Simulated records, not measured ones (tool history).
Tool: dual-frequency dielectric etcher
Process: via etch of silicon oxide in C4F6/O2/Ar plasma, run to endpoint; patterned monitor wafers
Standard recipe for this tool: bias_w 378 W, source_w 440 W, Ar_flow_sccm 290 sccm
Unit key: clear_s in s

| run | hour | bias_w | source_w | Ar_flow_sccm | incoming incoming film thickness, nm | clear_s |
|---|---|---|---|---|---|---|
| 1 | 0 | 378 | 440 | 290 | 81.6 | 19.4 |
| 2 | 55.8 | 378 | 440 | 290 | 81.8 | 19.5 |
| 3 | 152.8 | 378 | 440 | 290 | 81.4 | 19.4 |
| 4 | 251.6 | 378 | 440 | 290 | 81.7 | 19.5 |
|  | 360.7 | upper electrode replaced |
| 5 | 361.2 | 378 | 440 | 290 | 81.4 | 19.4 |
| 6 | 389.9 | 378 | 360 | 290 | 83 | 22.1 |
| 7 | 468.3 | 378 | 360 | 290 | 82.4 | 22 |
|  | 484.4 | bias power generator calibrated |
|  | 510 | wet clean of the chamber |
| 8 | 568.9 | 378 | 440 | 290 | 81.9 | 19.6 |
|  | 617.6 | source power generator calibrated |
| 9 | 618.4 | 378 | 440 | 290 | 81.5 | 19 |
| 10 | 659.7 | 378 | 440 | 290 | 82.5 | 19.3 |
| 11 | 729.4 | 378 | 480 | 290 | 82 | 18.4 |
|  | 738.5 | Ar flow controller replaced |
| 12 | 807 | 439 | 340 | 290 | 82.3 | 20.2 |
| 13 | 853.5 | 378 | 440 | 290 | 82.1 | 19 |
| 14 | 951.5 | 346 | 440 | 253 | 82 | 19.4 |
|  | 1034.2 | wet clean of the chamber |
| 15 | 1057 | 378 | 440 | 290 | 81.7 | 18.8 |
| 16 | 1105.9 | 378 | 440 | 290 | 82.4 | 19.1 |
| 17 | 1343.8 | 444 | 370 | 336 | 81.5 | 19.6 |
| 18 | 1426.6 | 450 | 510 | 334 | 82.6 | 16.8 |
|  | 1479.6 | wet clean of the chamber |
| 19 | 1480.1 | 440 | 340 | 237 | 82.5 | 19.7 |
| 20 | 1511.1 | 378 | 440 | 320 | 83.2 | 19.7 |
| 21 | 1610.6 | 378 | 440 | 290 | 81.6 | 18.9 |
| 22 | 1710.3 | 422 | 550 | 332 | 82.1 | 16.7 |
| 23 | 1764.9 | 349 | 410 | 327 | 81.7 | 21.1 |
| 24 | 1869.5 | 316 | 370 | 290 | 80.9 | 22.8 |
| 25 | 1928.7 | 378 | 440 | 290 | 81.7 | 19.1 |
| 26 | 1970.8 | 293 | 500 | 337 | 82.6 | 21.2 |
|  | 2011.9 | wet clean of the chamber |
| 27 | 2061.2 | 378 | 530 | 353 | 83 | 18.4 |
| 28 | 2123.2 | 302 | 480 | 341 | 81.9 | 21.3 |

Predict each of these 5 candidate next runs independently; none follows another, all start after run 28:
| A | 2123.6 | 378 | 440 | 290 | 82.3 | ? |
| B | 2123.6 | 412 | 370 | 327 | 82.3 | ? |
| C | 2123.6 | 344 | 440 | 290 | 82.3 | ? |
| D | 2123.6 | 378 | 510 | 290 | 82.3 | ? |
| E | 2123.6 | 460 | 520 | 290 | 82.3 | ? |

| run | clear_s |
|---|---|
| A | 19.3 |
| B | 20.6 |
| C | 20.2 |
| D | 17.9 |
| E | 16.1 |
With no hidden state in the tool, these same runs would have given:
| run | clear_s |
|---|---|
| A | 19 |
| B | 20.3 |
| C | 19.9 |
| D | 17.6 |
| E | 15.8 |
